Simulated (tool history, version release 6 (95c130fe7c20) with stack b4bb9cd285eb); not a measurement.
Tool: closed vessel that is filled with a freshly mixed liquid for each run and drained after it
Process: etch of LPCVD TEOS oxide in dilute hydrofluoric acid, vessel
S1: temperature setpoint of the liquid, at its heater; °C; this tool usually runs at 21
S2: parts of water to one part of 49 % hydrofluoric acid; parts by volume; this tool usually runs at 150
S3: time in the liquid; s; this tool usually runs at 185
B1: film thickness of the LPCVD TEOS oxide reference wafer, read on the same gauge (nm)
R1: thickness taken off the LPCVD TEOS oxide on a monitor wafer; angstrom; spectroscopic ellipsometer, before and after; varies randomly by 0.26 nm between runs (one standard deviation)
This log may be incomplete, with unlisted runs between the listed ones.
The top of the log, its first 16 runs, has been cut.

{"run": 17, "day": 17.712, "S1": 21, "S2": 150, "S3": 185, "B1": 89.97, "R1": 290.3}
{"run": 18, "day": 18.942, "S1": 18.5, "S2": 220, "S3": 105, "B1": 89.99, "R1": 93.6}
{"run": 19, "day": 20.142, "S1": 25.5, "S2": 80, "S3": 185, "B1": 90.02, "R1": 704}
{"day": 20.933, "done": "gauge calibrated"}
{"run": 20, "day": 21.0, "S1": 21, "S2": 150, "S3": 185, "B1": 89.98, "R1": 280.7}
{"run": 21, "day": 24.092, "S1": 21, "S2": 100, "S3": 240, "B1": 90.01, "R1": 586.5}
{"run": 22, "day": 27.854, "S1": 25.5, "S2": 80, "S3": 185, "B1": 90, "R1": 685.9}
{"run": 23, "day": 28.504, "S1": 21, "S2": 150, "S3": 185, "B1": 89.98, "R1": 285.6}
{"run": 24, "day": 29.596, "S1": 21, "S2": 150, "S3": 185, "B1": 90, "R1": 284.2}
{"run": 25, "day": 30.225, "S1": 21, "S2": 150, "S3": 285, "B1": 89.99, "R1": 438}
{"run": 26, "day": 31.646, "S1": 21, "S2": 220, "S3": 240, "B1": 90.01, "R1": 230.3}
{"run": 27, "day": 32.538, "S1": 24, "S2": 130, "S3": 185, "B1": 89.97, "R1": 374.2}
{"run": 28, "day": 33.4, "S1": 24, "S2": 195, "S3": 215, "B1": 89.99, "R1": 267.9}
{"run": 29, "day": 33.983, "S1": 21, "S2": 150, "S3": 185, "B1": 89.99, "R1": 280.8}
{"run": 30, "day": 34.838, "S1": 21, "S2": 90, "S3": 145, "B1": 89.99, "R1": 387.4}
{"run": 31, "day": 35.471, "S1": 23, "S2": 190, "S3": 145, "B1": 90, "R1": 177.1}
{"run": 32, "day": 36.371, "S1": 17, "S2": 150, "S3": 155, "B1": 90, "R1": 202.8}

Consider 5 possible next runs. They are alternatives, not a sequence: every one starts from the tool as it was left by run 32. What does each give?
{"run": "A", "day": 36.4, "S1": 23, "S2": 150, "S3": 185, "B1": "?", "R1": "?"}
{"run": "B", "day": 36.4, "S1": 21, "S2": 125, "S3": 185, "B1": "?", "R1": "?"}
{"run": "C", "day": 36.4, "S1": 23.5, "S2": 150, "S3": 90, "B1": "?", "R1": "?"}
{"run": "D", "day": 36.4, "S1": 18, "S2": 85, "S3": 185, "B1": "?", "R1": "?"}
{"run": "E", "day": 36.4, "S1": 25, "S2": 150, "S3": 225, "B1": "?", "R1": "?"}

run=A B1=89.98 R1=302.8
run=B B1=89.98 R1=345.7
run=C B1=89.98 R1=150.2
run=D B1=89.98 R1=470.3
run=E B1=89.98 R1=397.5
Take away the tool's hidden state, keep each run's random variation, and the runs would have read:
run=A R1=316.1
run=B R1=360.5
run=C R1=156.8
run=D R1=489.7
run=E R1=415.1

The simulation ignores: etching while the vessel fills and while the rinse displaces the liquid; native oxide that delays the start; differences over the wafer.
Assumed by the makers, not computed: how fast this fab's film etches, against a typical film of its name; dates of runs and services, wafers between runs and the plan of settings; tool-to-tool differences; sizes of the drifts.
